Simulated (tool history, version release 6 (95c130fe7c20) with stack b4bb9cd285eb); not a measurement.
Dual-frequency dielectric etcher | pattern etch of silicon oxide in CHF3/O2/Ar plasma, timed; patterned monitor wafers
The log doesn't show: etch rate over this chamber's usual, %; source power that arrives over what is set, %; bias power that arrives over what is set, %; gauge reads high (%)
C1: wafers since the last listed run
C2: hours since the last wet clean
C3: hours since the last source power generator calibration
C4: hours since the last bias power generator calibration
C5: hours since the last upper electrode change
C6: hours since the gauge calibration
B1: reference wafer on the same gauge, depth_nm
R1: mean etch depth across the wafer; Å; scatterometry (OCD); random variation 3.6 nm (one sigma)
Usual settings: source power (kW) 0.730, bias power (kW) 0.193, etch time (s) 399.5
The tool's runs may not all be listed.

{"run": 1, "hour": 0.0, "source power (kW)": 0.73, "bias power (kW)": 0.177, "etch time (s)": 399.5, "C1": 0, "C2": 242.5, "C3": 4622.7, "C4": 4316.3, "C5": 3489.0, "C6": 655.5, "B1": 811.2, "R1": 8707}
{"run": 2, "hour": 22.5, "source power (kW)": 0.73, "bias power (kW)": 0.177, "etch time (s)": 399.5, "C1": 68, "C2": 265.0, "C3": 4645.2, "C4": 4338.8, "C5": 3511.5, "C6": 678.0, "B1": 810.9, "R1": 8722}
{"run": 3, "hour": 36.8, "source power (kW)": 0.61, "bias power (kW)": 0.193, "etch time (s)": 316.5, "C1": 43, "C2": 279.3, "C3": 4659.5, "C4": 4353.1, "C5": 3525.8, "C6": 692.3, "B1": 810.3, "R1": 6368}
{"run": 4, "hour": 69.5, "source power (kW)": 0.73, "bias power (kW)": 0.193, "etch time (s)": 399.5, "C1": 100, "C2": 312.0, "C3": 4692.2, "C4": 4385.8, "C5": 3558.5, "C6": 725.0, "B1": 809.6, "R1": 8954}
{"run": 5, "hour": 100.3, "source power (kW)": 0.73, "bias power (kW)": 0.193, "etch time (s)": 399.5, "C1": 94, "C2": 342.8, "C3": 4723.0, "C4": 4416.6, "C5": 3589.3, "C6": 755.8, "B1": 810.4, "R1": 9015}
{"run": 6, "hour": 117.3, "source power (kW)": 0.73, "bias power (kW)": 0.193, "etch time (s)": 464.5, "C1": 52, "C2": 359.8, "C3": 4740.0, "C4": 4433.6, "C5": 3606.3, "C6": 772.8, "B1": 811.0, "R1": 10424}
{"run": 7, "hour": 129.5, "source power (kW)": 0.73, "bias power (kW)": 0.193, "etch time (s)": 464.5, "C1": 37, "C2": 372.0, "C3": 4752.2, "C4": 4445.8, "C5": 3618.5, "C6": 785.0, "B1": 810.1, "R1": 10413}
{"run": 8, "hour": 154.6, "source power (kW)": 0.73, "bias power (kW)": 0.193, "etch time (s)": 464.5, "C1": 76, "C2": 397.1, "C3": 4777.3, "C4": 4470.9, "C5": 3643.6, "C6": 810.1, "B1": 808.9, "R1": 10420}
{"run": 9, "hour": 167.7, "source power (kW)": 0.73, "bias power (kW)": 0.193, "etch time (s)": 399.5, "C1": 40, "C2": 410.2, "C3": 4790.4, "C4": 4484.0, "C5": 3656.7, "C6": 823.2, "B1": 810.7, "R1": 8976}
{"run": 10, "hour": 187.5, "source power (kW)": 0.73, "bias power (kW)": 0.193, "etch time (s)": 399.5, "C1": 60, "C2": 430.0, "C3": 4810.2, "C4": 4503.8, "C5": 3676.5, "C6": 843.0, "B1": 809.9, "R1": 8954}
{"hour": 221.8, "done": "bias power generator calibrated"}
{"run": 11, "hour": 222.3, "source power (kW)": 0.73, "bias power (kW)": 0.193, "etch time (s)": 399.5, "C1": 94, "C2": 464.8, "C3": 4845.0, "C4": 0.5, "C5": 3711.3, "C6": 877.8, "B1": 809.1, "R1": 9042}
{"run": 12, "hour": 252.1, "source power (kW)": 0.73, "bias power (kW)": 0.176, "etch time (s)": 399.5, "C1": 91, "C2": 494.6, "C3": 4874.8, "C4": 30.3, "C5": 3741.1, "C6": 907.6, "B1": 810.3, "R1": 8688}
{"hour": 288.5, "done": "wet clean of the chamber"}
{"hour": 295.1, "done": "gauge calibrated"}
{"run": 13, "hour": 335.4, "source power (kW)": 0.65, "bias power (kW)": 0.193, "etch time (s)": 399.5, "C1": 181, "C2": 46.9, "C3": 4958.1, "C4": 113.6, "C5": 3824.4, "C6": 40.3, "B1": 824.7, "R1": 8532}
{"hour": 365.0, "done": "upper electrode replaced"}
{"hour": 366.1, "done": "source power generator calibrated"}
{"run": 14, "hour": 366.6, "source power (kW)": 0.84, "bias power (kW)": 0.212, "etch time (s)": 457.0, "C1": 18, "C2": 78.1, "C3": 0.5, "C4": 144.8, "C5": 1.6, "C6": 71.5, "B1": 821.5, "R1": 11654}
{"run": 15, "hour": 381.9, "source power (kW)": 0.73, "bias power (kW)": 0.193, "etch time (s)": 464.5, "C1": 46, "C2": 93.4, "C3": 15.8, "C4": 160.1, "C5": 16.9, "C6": 86.8, "B1": 822.0, "R1": 10597}
{"run": 16, "hour": 404.2, "source power (kW)": 0.85, "bias power (kW)": 0.229, "etch time (s)": 472.5, "C1": 68, "C2": 115.7, "C3": 38.1, "C4": 182.4, "C5": 39.2, "C6": 109.1, "B1": 823.4, "R1": 12465}
{"run": 17, "hour": 484.4, "source power (kW)": 0.81, "bias power (kW)": 0.147, "etch time (s)": 361.5, "C1": 245, "C2": 195.9, "C3": 118.3, "C4": 262.6, "C5": 119.4, "C6": 189.3, "B1": 818.2, "R1": 7872}
{"run": 18, "hour": 505.2, "source power (kW)": 0.85, "bias power (kW)": 0.229, "etch time (s)": 472.5, "C1": 63, "C2": 216.7, "C3": 139.1, "C4": 283.4, "C5": 140.2, "C6": 210.1, "B1": 817.6, "R1": 12413}
{"run": 19, "hour": 535.2, "source power (kW)": 0.73, "bias power (kW)": 0.179, "etch time (s)": 399.5, "C1": 91, "C2": 246.7, "C3": 169.1, "C4": 313.4, "C5": 170.2, "C6": 240.1, "B1": 816.7, "R1": 8751}
{"run": 20, "hour": 562.2, "source power (kW)": 0.73, "bias power (kW)": 0.207, "etch time (s)": 369.0, "C1": 82, "C2": 273.7, "C3": 196.1, "C4": 340.4, "C5": 197.2, "C6": 267.1, "B1": 815.7, "R1": 8585}
{"run": 21, "hour": 576.3, "source power (kW)": 0.73, "bias power (kW)": 0.193, "etch time (s)": 399.5, "C1": 43, "C2": 287.8, "C3": 210.2, "C4": 354.5, "C5": 211.3, "C6": 281.2, "B1": 814.6, "R1": 9059}
{"run": 22, "hour": 606.2, "source power (kW)": 0.73, "bias power (kW)": 0.193, "etch time (s)": 399.5, "C1": 91, "C2": 317.7, "C3": 240.1, "C4": 384.4, "C5": 241.2, "C6": 311.1, "B1": 814.1, "R1": 8998}
{"run": 23, "hour": 630.8, "source power (kW)": 0.57, "bias power (kW)": 0.15, "etch time (s)": 461.5, "C1": 75, "C2": 342.3, "C3": 264.7, "C4": 409.0, "C5": 265.8, "C6": 335.7, "B1": 814.8, "R1": 8151}

Run 24 comes next. What will it give?
{"run": 24, "hour": 671.2, "source power (kW)": 0.88, "bias power (kW)": 0.193, "etch time (s)": 431.5, "C1": 123, "C2": 382.7, "C3": 305.1, "C4": 449.4, "C5": 306.2, "C6": 376.1, "B1": "?", "R1": "?"}

B1: 813.7
R1: 10768 Å
Without the tool's hidden state the same run would have given R1 10928 Å.
